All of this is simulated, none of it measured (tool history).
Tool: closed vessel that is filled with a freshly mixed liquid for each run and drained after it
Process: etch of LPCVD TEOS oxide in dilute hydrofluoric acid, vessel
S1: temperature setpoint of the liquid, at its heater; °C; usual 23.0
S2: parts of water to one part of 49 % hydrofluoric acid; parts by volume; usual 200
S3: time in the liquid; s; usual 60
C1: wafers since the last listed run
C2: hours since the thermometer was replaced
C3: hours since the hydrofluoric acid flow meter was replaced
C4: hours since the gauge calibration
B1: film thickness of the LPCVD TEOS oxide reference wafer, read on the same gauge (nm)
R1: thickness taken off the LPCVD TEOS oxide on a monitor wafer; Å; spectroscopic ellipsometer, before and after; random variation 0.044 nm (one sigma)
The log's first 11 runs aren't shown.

run 12 hour=903.7 | S1=25.5 S2=235 S3=80 | C1=9766 C2=395.8 C3=225.3 C4=1267.3 | B1=29.98 | R1=83.8
run 13 hour=952.6 | S1=19.0 S2=130 S3=80 | C1=5179 C2=444.7 C3=274.2 C4=1316.2 | B1=29.99 | R1=129.7
run 14 hour=991.3 | S1=19.0 S2=165 S3=95 | C1=4099 C2=483.4 C3=312.9 C4=1354.9 | B1=30.03 | R1=117.3
run 15 hour=1030.0 | S1=23.0 S2=200 S3=60 | C1=4099 C2=522.1 C3=351.6 C4=1393.6 | B1=29.98 | R1=69.3
run 16 hour=1084.1 | S1=23.0 S2=200 S3=60 | C1=5730 C2=576.2 C3=405.7 C4=1447.7 | B1=30.02 | R1=69.8
run 17 hour=1171.9 | S1=23.0 S2=135 S3=40 | C1=9300 C2=664.0 C3=493.5 C4=1535.5 | B1=30.00 | R1=73.7
run 18 hour=1259.0 | S1=23.0 S2=200 S3=60 | C1=9226 C2=751.1 C3=580.6 C4=1622.6 | B1=30.00 | R1=70.3
run 19 hour=1323.5 | S1=21.5 S2=240 S3=60 | C1=6832 C2=815.6 C3=645.1 C4=1687.1 | B1=30.00 | R1=52.9
run 20 hour=1404.4 | S1=23.0 S2=155 S3=60 | C1=8569 C2=896.5 C3=726.0 C4=1768.0 | B1=30.02 | R1=95.0
-- hour=1476.5 gauge calibrated
run 21 hour=1497.1 | S1=23.0 S2=295 S3=30 | C1=9819 C2=989.2 C3=818.7 C4=20.6 | B1=30.01 | R1=21.9
run 22 hour=1575.7 | S1=23.0 S2=200 S3=50 | C1=8325 C2=1067.8 C3=897.3 C4=99.2 | B1=30.04 | R1=58.9
run 23 hour=1633.8 | S1=20.0 S2=200 S3=60 | C1=6154 C2=1125.9 C3=955.4 C4=157.3 | B1=30.03 | R1=62.9
run 24 hour=1725.1 | S1=21.0 S2=165 S3=50 | C1=9670 C2=1217.2 C3=1046.7 C4=248.6 | B1=29.97 | R1=68.5

The next listed run, before its measurement:
run 25 hour=1809.2 | S1=19.0 S2=165 S3=95 | C1=8908 C2=1301.3 C3=1130.8 C4=332.7 | B1=? | R1=?

Run 25 gave B1 29.98, R1 120.2 Å.
Without the tool's hidden state the same run would have given R1 119.9 Å.
